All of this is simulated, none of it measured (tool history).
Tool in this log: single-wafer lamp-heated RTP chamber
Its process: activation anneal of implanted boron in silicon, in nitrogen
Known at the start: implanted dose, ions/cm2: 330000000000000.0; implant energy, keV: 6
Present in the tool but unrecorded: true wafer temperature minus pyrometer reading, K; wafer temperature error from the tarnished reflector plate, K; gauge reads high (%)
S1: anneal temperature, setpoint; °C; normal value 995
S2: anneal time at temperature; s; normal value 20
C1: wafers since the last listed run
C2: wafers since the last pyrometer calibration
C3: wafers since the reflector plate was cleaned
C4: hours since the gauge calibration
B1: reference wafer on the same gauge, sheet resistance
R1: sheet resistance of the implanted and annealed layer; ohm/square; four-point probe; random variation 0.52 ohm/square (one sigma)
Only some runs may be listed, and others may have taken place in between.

{"run": 1, "hour": 0.0, "S1": 995, "S2": 20, "C1": 0, "C2": 1518, "C3": 4451, "C4": 764.1, "B1": 285.96, "R1": 338.71}
{"run": 2, "hour": 20.0, "S1": 995, "S2": 20, "C1": 371, "C2": 1890, "C3": 4823, "C4": 784.1, "B1": 285.95, "R1": 338.16}
{"run": 3, "hour": 53.4, "S1": 995, "S2": 20, "C1": 620, "C2": 2510, "C3": 5443, "C4": 817.5, "B1": 285.94, "R1": 337.97}
{"run": 4, "hour": 80.7, "S1": 995, "S2": 20, "C1": 507, "C2": 3017, "C3": 5950, "C4": 844.8, "B1": 285.99, "R1": 337.54}
{"run": 5, "hour": 104.1, "S1": 995, "S2": 20, "C1": 434, "C2": 3452, "C3": 6385, "C4": 868.2, "B1": 285.99, "R1": 338.99}
{"run": 6, "hour": 125.1, "S1": 995, "S2": 20, "C1": 390, "C2": 3842, "C3": 6775, "C4": 889.2, "B1": 285.92, "R1": 338.36}
{"run": 7, "hour": 140.0, "S1": 995, "S2": 20, "C1": 276, "C2": 4118, "C3": 7051, "C4": 904.1, "B1": 285.95, "R1": 337.33}
{"run": 8, "hour": 159.8, "S1": 995, "S2": 20, "C1": 367, "C2": 4486, "C3": 7419, "C4": 923.9, "B1": 285.97, "R1": 337.2}
{"run": 9, "hour": 189.9, "S1": 995, "S2": 20, "C1": 559, "C2": 5045, "C3": 7978, "C4": 954.0, "B1": 286.07, "R1": 336.68}
{"hour": 198.5, "done": "pyrometer window cleaned and pyrometer calibrated"}
{"run": 10, "hour": 252.2, "S1": 995, "S2": 20, "C1": 1008, "C2": 998, "C3": 8987, "C4": 1016.3, "B1": 286.05, "R1": 339.7}
{"run": 11, "hour": 270.7, "S1": 995, "S2": 20, "C1": 343, "C2": 1341, "C3": 9330, "C4": 1034.8, "B1": 286.06, "R1": 338.86}
{"run": 12, "hour": 290.6, "S1": 995, "S2": 20, "C1": 369, "C2": 1711, "C3": 9700, "C4": 1054.7, "B1": 286.0, "R1": 338.84}
{"run": 13, "hour": 308.1, "S1": 995, "S2": 20, "C1": 325, "C2": 2036, "C3": 10025, "C4": 1072.2, "B1": 286.02, "R1": 339.11}
{"run": 14, "hour": 325.3, "S1": 995, "S2": 20, "C1": 319, "C2": 2356, "C3": 10345, "C4": 1089.4, "B1": 286.05, "R1": 339.31}
{"run": 15, "hour": 343.0, "S1": 1021, "S2": 11, "C1": 328, "C2": 2684, "C3": 10673, "C4": 1107.1, "B1": 286.01, "R1": 336.46}
{"run": 16, "hour": 369.5, "S1": 1009, "S2": 13, "C1": 492, "C2": 3177, "C3": 11166, "C4": 1133.6, "B1": 286.03, "R1": 338.02}
{"hour": 390.8, "done": "reflector plate cleaned"}
{"hour": 397.2, "done": "gauge calibrated"}
{"run": 17, "hour": 403.5, "S1": 1007, "S2": 16, "C1": 482, "C2": 3659, "C3": 236, "C4": 6.3, "B1": 285.91, "R1": 336.24}
{"run": 18, "hour": 428.6, "S1": 1009, "S2": 24, "C1": 466, "C2": 4126, "C3": 702, "C4": 31.4, "B1": 286.02, "R1": 334.33}
{"hour": 442.3, "done": "pyrometer window cleaned and pyrometer calibrated"}
{"run": 19, "hour": 458.0, "S1": 970, "S2": 20, "C1": 397, "C2": 291, "C3": 1100, "C4": 60.8, "B1": 285.99, "R1": 351.01}
{"run": 20, "hour": 487.5, "S1": 968, "S2": 31, "C1": 547, "C2": 839, "C3": 1648, "C4": 90.3, "B1": 286.11, "R1": 348.65}
{"run": 21, "hour": 515.9, "S1": 968, "S2": 31, "C1": 527, "C2": 1367, "C3": 2175, "C4": 118.7, "B1": 286.01, "R1": 349.15}
{"run": 22, "hour": 538.1, "S1": 995, "S2": 20, "C1": 412, "C2": 1779, "C3": 2588, "C4": 140.9, "B1": 286.01, "R1": 339.64}
{"run": 23, "hour": 566.1, "S1": 1011, "S2": 9, "C1": 520, "C2": 2299, "C3": 3108, "C4": 168.9, "B1": 286.05, "R1": 339.63}
{"run": 24, "hour": 586.0, "S1": 983, "S2": 20, "C1": 369, "C2": 2669, "C3": 3477, "C4": 188.8, "B1": 286.05, "R1": 342.14}
{"run": 25, "hour": 603.9, "S1": 995, "S2": 20, "C1": 332, "C2": 3001, "C3": 3810, "C4": 206.7, "B1": 285.96, "R1": 337.5}
{"run": 26, "hour": 620.0, "S1": 995, "S2": 20, "C1": 299, "C2": 3301, "C3": 4109, "C4": 222.8, "B1": 286.02, "R1": 337.55}
{"run": 27, "hour": 652.3, "S1": 995, "S2": 25, "C1": 599, "C2": 3900, "C3": 4709, "C4": 255.1, "B1": 286.0, "R1": 336.29}
{"run": 28, "hour": 681.1, "S1": 973, "S2": 16, "C1": 534, "C2": 4435, "C3": 5244, "C4": 283.9, "B1": 285.96, "R1": 344.84}
{"hour": 710.2, "done": "pyrometer window cleaned and pyrometer calibrated"}
{"run": 29, "hour": 710.7, "S1": 982, "S2": 29, "C1": 401, "C2": 8, "C3": 5645, "C4": 313.5, "B1": 286.0, "R1": 340.75}
{"run": 30, "hour": 743.3, "S1": 985, "S2": 30, "C1": 605, "C2": 614, "C3": 6250, "C4": 346.1, "B1": 286.04, "R1": 339.93}
{"run": 31, "hour": 769.8, "S1": 995, "S2": 20, "C1": 492, "C2": 1106, "C3": 6743, "C4": 372.6, "B1": 286.02, "R1": 338.87}
{"run": 32, "hour": 787.3, "S1": 995, "S2": 17, "C1": 325, "C2": 1431, "C3": 7068, "C4": 390.1, "B1": 285.98, "R1": 339.65}
{"run": 33, "hour": 799.4, "S1": 995, "S2": 20, "C1": 224, "C2": 1656, "C3": 7292, "C4": 402.2, "B1": 285.95, "R1": 339.54}
{"run": 34, "hour": 813.7, "S1": 978, "S2": 9, "C1": 265, "C2": 1921, "C3": 7558, "C4": 416.5, "B1": 286.05, "R1": 349.21}
{"run": 35, "hour": 831.4, "S1": 995, "S2": 23, "C1": 328, "C2": 2250, "C3": 7887, "C4": 434.2, "B1": 286.02, "R1": 337.22}
{"run": 36, "hour": 862.4, "S1": 985, "S2": 20, "C1": 575, "C2": 2826, "C3": 8463, "C4": 465.2, "B1": 285.96, "R1": 341.51}
{"run": 37, "hour": 878.6, "S1": 1007, "S2": 31, "C1": 300, "C2": 3127, "C3": 8764, "C4": 481.4, "B1": 285.93, "R1": 333.27}

Each row is a separate what-if for the run after 37, all from the same tool condition, not one after another. Results?
{"run": "A", "hour": 879.0, "S1": 967, "S2": 20, "C1": 7, "C2": 3134, "C3": 8771, "C4": 481.8, "B1": "?", "R1": "?"}
{"run": "B", "hour": 879.0, "S1": 1012, "S2": 23, "C1": 7, "C2": 3134, "C3": 8771, "C4": 481.8, "B1": "?", "R1": "?"}
{"run": "C", "hour": 879.0, "S1": 1017, "S2": 8, "C1": 7, "C2": 3134, "C3": 8771, "C4": 481.8, "B1": "?", "R1": "?"}
{"run": "D", "hour": 879.0, "S1": 1019, "S2": 20, "C1": 7, "C2": 3134, "C3": 8771, "C4": 481.8, "B1": "?", "R1": "?"}

run=A B1=285.98 R1=348.67
run=B B1=285.98 R1=334.39
run=C B1=285.98 R1=337.92
run=D B1=285.98 R1=334.28
What these runs would have given with no unlogged condition in the tool:
run=A R1=354.44
run=B R1=335.31
run=C R1=338.58
run=D R1=335.02

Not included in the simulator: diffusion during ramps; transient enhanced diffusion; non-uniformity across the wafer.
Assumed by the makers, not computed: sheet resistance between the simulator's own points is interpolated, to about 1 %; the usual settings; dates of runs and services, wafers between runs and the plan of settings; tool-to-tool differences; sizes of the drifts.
